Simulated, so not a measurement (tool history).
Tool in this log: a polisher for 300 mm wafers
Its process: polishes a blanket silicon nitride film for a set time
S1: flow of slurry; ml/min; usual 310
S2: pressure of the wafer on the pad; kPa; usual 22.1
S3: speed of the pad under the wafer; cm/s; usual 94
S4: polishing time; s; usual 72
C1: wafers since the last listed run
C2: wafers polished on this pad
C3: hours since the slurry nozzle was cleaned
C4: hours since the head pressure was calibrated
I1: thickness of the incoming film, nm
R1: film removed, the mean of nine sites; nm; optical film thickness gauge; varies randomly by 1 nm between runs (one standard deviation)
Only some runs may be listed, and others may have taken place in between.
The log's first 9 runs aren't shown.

-- day=4.562 worn pad replaced by a new one
run 10 day=4.583 | S1=385 S2=22.1 S3=94 S4=72 | C1=91 C2=5 C3=111.7 C4=641.9 | I1=914.4 | R1=114.3
run 11 day=4.725 | S1=370 S2=22.1 S3=94 S4=72 | C1=33 C2=38 C3=115.1 C4=645.3 | I1=895.0 | R1=115.8
run 12 day=5.188 | S1=370 S2=22.1 S3=94 S4=72 | C1=109 C2=148 C3=126.2 C4=656.4 | I1=917.4 | R1=114.6
run 13 day=5.608 | S1=370 S2=22.1 S3=94 S4=72 | C1=100 C2=249 C3=136.3 C4=666.5 | I1=908.2 | R1=111.7
run 14 day=6.304 | S1=310 S2=22.1 S3=94 S4=72 | C1=165 C2=414 C3=153.0 C4=683.2 | I1=923.6 | R1=111.4
run 15 day=6.854 | S1=310 S2=22.1 S3=94 S4=72 | C1=130 C2=545 C3=166.2 C4=696.4 | I1=896.7 | R1=110.5
run 16 day=7.575 | S1=310 S2=22.1 S3=94 S4=72 | C1=171 C2=716 C3=183.5 C4=713.7 | I1=906.8 | R1=109.8
run 17 day=7.862 | S1=310 S2=22.1 S3=94 S4=72 | C1=68 C2=785 C3=190.4 C4=720.6 | I1=895.1 | R1=109.1
run 18 day=8.317 | S1=310 S2=28.3 S3=64 S4=72 | C1=108 C2=893 C3=201.3 C4=731.5 | I1=919.8 | R1=104.5
-- day=8.712 worn pad replaced by a new one
run 19 day=8.733 | S1=250 S2=28.3 S3=110 S4=57 | C1=59 C2=4 C3=211.3 C4=741.5 | I1=907.0 | R1=120.3
run 20 day=8.971 | S1=310 S2=22.1 S3=94 S4=72 | C1=56 C2=61 C3=217.0 C4=747.2 | I1=919.1 | R1=113.1
-- day=10.596 head pressure recalibrated
run 21 day=10.692 | S1=385 S2=22.1 S3=124 S4=72 | C1=389 C2=450 C3=258.3 C4=2.3 | I1=915.9 | R1=150.3
run 22 day=11.167 | S1=415 S2=22.1 S3=94 S4=72 | C1=112 C2=563 C3=269.7 C4=13.7 | I1=894.3 | R1=125.7
run 23 day=11.904 | S1=310 S2=22.1 S3=94 S4=72 | C1=175 C2=738 C3=287.4 C4=31.4 | I1=913.9 | R1=121.1
run 24 day=12.471 | S1=310 S2=22.1 S3=94 S4=64 | C1=134 C2=873 C3=301.0 C4=45.0 | I1=909.8 | R1=104.1
-- day=12.854 worn pad replaced by a new one
run 25 day=12.875 | S1=260 S2=19.3 S3=84 S4=88 | C1=56 C2=4 C3=310.7 C4=54.7 | I1=911.3 | R1=120.8
run 26 day=13.312 | S1=375 S2=24.1 S3=82 S4=80 | C1=104 C2=108 C3=321.2 C4=65.2 | I1=923.4 | R1=136.3
run 27 day=13.967 | S1=310 S2=22.1 S3=94 S4=72 | C1=155 C2=264 C3=336.9 C4=80.9 | I1=908.2 | R1=121.9
run 28 day=14.533 | S1=310 S2=22.1 S3=94 S4=72 | C1=134 C2=398 C3=350.5 C4=94.5 | I1=917.5 | R1=119.5
-- day=14.933 slurry nozzle cleaned
run 29 day=15.050 | S1=310 S2=17.2 S3=94 S4=72 | C1=112 C2=511 C3=2.8 C4=106.9 | I1=898.3 | R1=97.2
-- day=16.892 worn pad replaced by a new one
run 30 day=17.267 | S1=310 S2=29.0 S3=94 S4=72 | C1=487 C2=88 C3=56.0 C4=160.1 | I1=911.6 | R1=147.1
run 31 day=17.833 | S1=310 S2=22.1 S3=74 S4=65 | C1=134 C2=223 C3=69.6 C4=173.7 | I1=930.6 | R1=91.0
run 32 day=18.346 | S1=365 S2=22.1 S3=112 S4=65 | C1=121 C2=345 C3=81.9 C4=186.0 | I1=911.0 | R1=119.0
run 33 day=18.829 | S1=310 S2=22.1 S3=118 S4=89 | C1=114 C2=460 C3=93.5 C4=197.6 | I1=905.2 | R1=168.0
run 34 day=19.112 | S1=310 S2=29.0 S3=94 S4=94 | C1=67 C2=527 C3=100.3 C4=204.4 | I1=909.8 | R1=191.0

Here are 3 independent what-if runs from the current tool condition. What would each one return?
run A day=19.129 | S1=310 S2=22.1 S3=94 S4=72 | C1=3 C2=531 C3=100.7 C4=204.8 | I1=912.6 | R1=?
run B day=19.129 | S1=270 S2=17.2 S3=62 S4=55 | C1=3 C2=531 C3=100.7 C4=204.8 | I1=912.6 | R1=?
run C day=19.129 | S1=310 S2=22.1 S3=94 S4=53 | C1=3 C2=531 C3=100.7 C4=204.8 | I1=912.6 | R1=?

run=A R1=114.3
run=B R1=53.7
run=C R1=84.1
Stripped of hidden state, with their random variation kept, the same runs would have yielded:
run=A R1=124.2
run=B R1=58.3
run=C R1=91.4
